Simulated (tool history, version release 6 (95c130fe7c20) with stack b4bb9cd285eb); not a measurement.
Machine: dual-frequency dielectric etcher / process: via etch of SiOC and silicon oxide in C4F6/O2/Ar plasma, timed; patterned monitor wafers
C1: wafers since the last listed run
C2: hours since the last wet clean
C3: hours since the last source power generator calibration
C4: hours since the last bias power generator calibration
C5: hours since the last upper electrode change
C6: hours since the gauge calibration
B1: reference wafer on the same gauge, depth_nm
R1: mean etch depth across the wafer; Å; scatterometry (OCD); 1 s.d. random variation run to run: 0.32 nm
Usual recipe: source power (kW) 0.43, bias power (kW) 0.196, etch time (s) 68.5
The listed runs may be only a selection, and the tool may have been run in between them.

Run 1, hour 0: usual settings; C1 0; C2 161.5; C3 2268.5; C4 1768.3; C5 12; C6 702.7; B1 103.2. Result: R1 838 Å.
Run 2, hour 32.7: usual settings; C1 503; C2 194.2; C3 2301.2; C4 1801; C5 44.7; C6 735.4; B1 103.1. Result: R1 835 Å.
Run 3, hour 56.7: usual settings; C1 369; C2 218.2; C3 2325.2; C4 1825; C5 68.7; C6 759.4; B1 103.2. Result: R1 829 Å.
Run 4, hour 90.9: usual settings; C1 526; C2 252.4; C3 2359.4; C4 1859.2; C5 102.9; C6 793.6; B1 103.1. Result: R1 828 Å.
Run 5, hour 177.9: usual settings; C1 1338; C2 339.4; C3 2446.4; C4 1946.2; C5 189.9; C6 880.6; B1 103.1. Result: R1 823 Å.
Run 6, hour 212.8: usual settings but source power (kW) 0.51, etch time (s) 84; C1 537; C2 374.3; C3 2481.3; C4 1981.1; C5 224.8; C6 915.5; B1 103. Result: R1 1100 Å.
At hour 237.4: wet clean of the chamber.
Run 7, hour 245.7: usual settings; C1 136; C2 8.3; C3 2514.2; C4 2014; C5 257.7; C6 948.4; B1 103.1. Result: R1 846 Å.
At hour 257.1: source power generator calibrated.
Run 8, hour 276.6: usual settings but source power (kW) 0.34, bias power (kW) 0.169, etch time (s) 52; C1 413; C2 39.2; C3 19.5; C4 2044.9; C5 288.6; C6 979.3; B1 102.9. Result: R1 550 Å.
Run 9, hour 298.3: usual settings; C1 333; C2 60.9; C3 41.2; C4 2066.6; C5 310.3; C6 1001; B1 103.1. Result: R1 871 Å.
Run 10, hour 322.5: usual settings but source power (kW) 0.49; C1 372; C2 85.1; C3 65.4; C4 2090.8; C5 334.5; C6 1025.2; B1 103.1. Result: R1 931 Å.
Run 11, hour 345.1: usual settings but source power (kW) 0.37, bias power (kW) 0.162, etch time (s) 48; C1 347; C2 107.7; C3 88; C4 2113.4; C5 357.1; C6 1047.8; B1 103. Result: R1 523 Å.
Run 12, hour 380.4: usual settings but source power (kW) 0.5, bias power (kW) 0.218, etch time (s) 81.5; C1 543; C2 143; C3 123.3; C4 2148.7; C5 392.4; C6 1083.1; B1 103. Result: R1 1163 Å.
Run 13, hour 405.3: usual settings but etch time (s) 58; C1 383; C2 167.9; C3 148.2; C4 2173.6; C5 417.3; C6 1108; B1 103.2. Result: R1 733 Å.
At hour 416.3: bias power generator calibrated.
Run 14, hour 437.8: usual settings but source power (kW) 0.5; C1 438; C2 200.4; C3 180.7; C4 21.5; C5 449.8; C6 1140.5; B1 103.3. Result: R1 935 Å.
Run 15, hour 472: usual settings but etch time (s) 60.5; C1 526; C2 234.6; C3 214.9; C4 55.7; C5 484; C6 1174.7; B1 103.1. Result: R1 752 Å.
Run 16, hour 505.9: usual settings; C1 521; C2 268.5; C3 248.8; C4 89.6; C5 517.9; C6 1208.6; B1 103.2. Result: R1 850 Å.
Run 17, hour 532: usual settings but source power (kW) 0.53, etch time (s) 85.5; C1 401; C2 294.6; C3 274.9; C4 115.7; C5 544; C6 1234.7; B1 103. Result: R1 1181 Å.
At hour 540.4: gauge calibrated.
Run 18, hour 549.4: usual settings; C1 267; C2 312; C3 292.3; C4 133.1; C5 561.4; C6 9; B1 103.1. Result: R1 856 Å.
Run 19, hour 651.9: usual settings; C1 1577; C2 414.5; C3 394.8; C4 235.6; C5 663.9; C6 111.5; B1 103.1. Result: R1 847 Å.
At hour 689: wet clean of the chamber.
Run 20, hour 689.5: usual settings but bias power (kW) 0.228; C1 209; C2 0.5; C3 432.4; C4 273.2; C5 701.5; C6 149.1; B1 103. Result: R1 916 Å.
Run 21, hour 693.4: usual settings but etch time (s) 83; C1 60; C2 4.4; C3 436.3; C4 277.1; C5 705.4; C6 153; B1 103.1. Result: R1 1054 Å.
Run 22, hour 707: usual settings but source power (kW) 0.49, bias power (kW) 0.221, etch time (s) 75; C1 209; C2 18; C3 449.9; C4 290.7; C5 719; C6 166.6; B1 103. Result: R1 1067 Å.
Run 23, hour 729.8: usual settings; C1 350; C2 40.8; C3 472.7; C4 313.5; C5 741.8; C6 189.4; B1 103.1. Result: R1 863 Å.
Run 24, hour 764.8: usual settings but source power (kW) 0.48, bias power (kW) 0.23, etch time (s) 77.5; C1 538; C2 75.8; C3 507.7; C4 348.5; C5 776.8; C6 224.4; B1 103.2. Result: R1 1109 Å.
Run 25, hour 800: usual settings but etch time (s) 78; C1 541; C2 111; C3 542.9; C4 383.7; C5 812; C6 259.6; B1 103.1. Result: R1 985 Å.
Run 26, hour 834.5: usual settings but source power (kW) 0.51, bias power (kW) 0.242; C1 530; C2 145.5; C3 577.4; C4 418.2; C5 846.5; C6 294.1; B1 103.1. Result: R1 1021 Å.
Run 27, hour 861.7: usual settings but etch time (s) 60.5; C1 418; C2 172.7; C3 604.6; C4 445.4; C5 873.7; C6 321.3; B1 103.1. Result: R1 759 Å.
Run 28, hour 894.1: usual settings but source power (kW) 0.52, bias power (kW) 0.228; C1 498; C2 205.1; C3 637; C4 477.8; C5 906.1; C6 353.7; B1 103.1. Result: R1 1002 Å.
Run 29, hour 910.5: usual settings but bias power (kW) 0.236; C1 252; C2 221.5; C3 653.4; C4 494.2; C5 922.5; C6 370.1; B1 103.3. Result: R1 917 Å.

What if the next run were any one of these 5? Each begins from the tool's condition after run 29:
Run A, hour 910.9: usual settings but etch time (s) 50; C1 6; C2 221.9; C3 653.8; C4 494.6; C5 922.9; C6 370.5; B1 ?. Result: R1 ?.
Run B, hour 910.9: usual settings but bias power (kW) 0.23, etch time (s) 75.5; C1 6; C2 221.9; C3 653.8; C4 494.6; C5 922.9; C6 370.5; B1 ?. Result: R1 ?.
Run C, hour 910.9: usual settings but source power (kW) 0.47; C1 6; C2 221.9; C3 653.8; C4 494.6; C5 922.9; C6 370.5; B1 ?. Result: R1 ?.
Run D, hour 910.9: usual settings but source power (kW) 0.38, bias power (kW) 0.236; C1 6; C2 221.9; C3 653.8; C4 494.6; C5 922.9; C6 370.5; B1 ?. Result: R1 ?.
Run E, hour 910.9: usual settings but etch time (s) 79; C1 6; C2 221.9; C3 653.8; C4 494.6; C5 922.9; C6 370.5; B1 ?. Result: R1 ?.

run     B1   R1
  A  103.1  623
  B  103.1  998
  C  103.1  895
  D  103.1  855
  E  103.1  985
Without the tool's hidden state the same runs would have given:
run    R1
  A   634
  B  1015
  C   910
  D   869
  E  1001

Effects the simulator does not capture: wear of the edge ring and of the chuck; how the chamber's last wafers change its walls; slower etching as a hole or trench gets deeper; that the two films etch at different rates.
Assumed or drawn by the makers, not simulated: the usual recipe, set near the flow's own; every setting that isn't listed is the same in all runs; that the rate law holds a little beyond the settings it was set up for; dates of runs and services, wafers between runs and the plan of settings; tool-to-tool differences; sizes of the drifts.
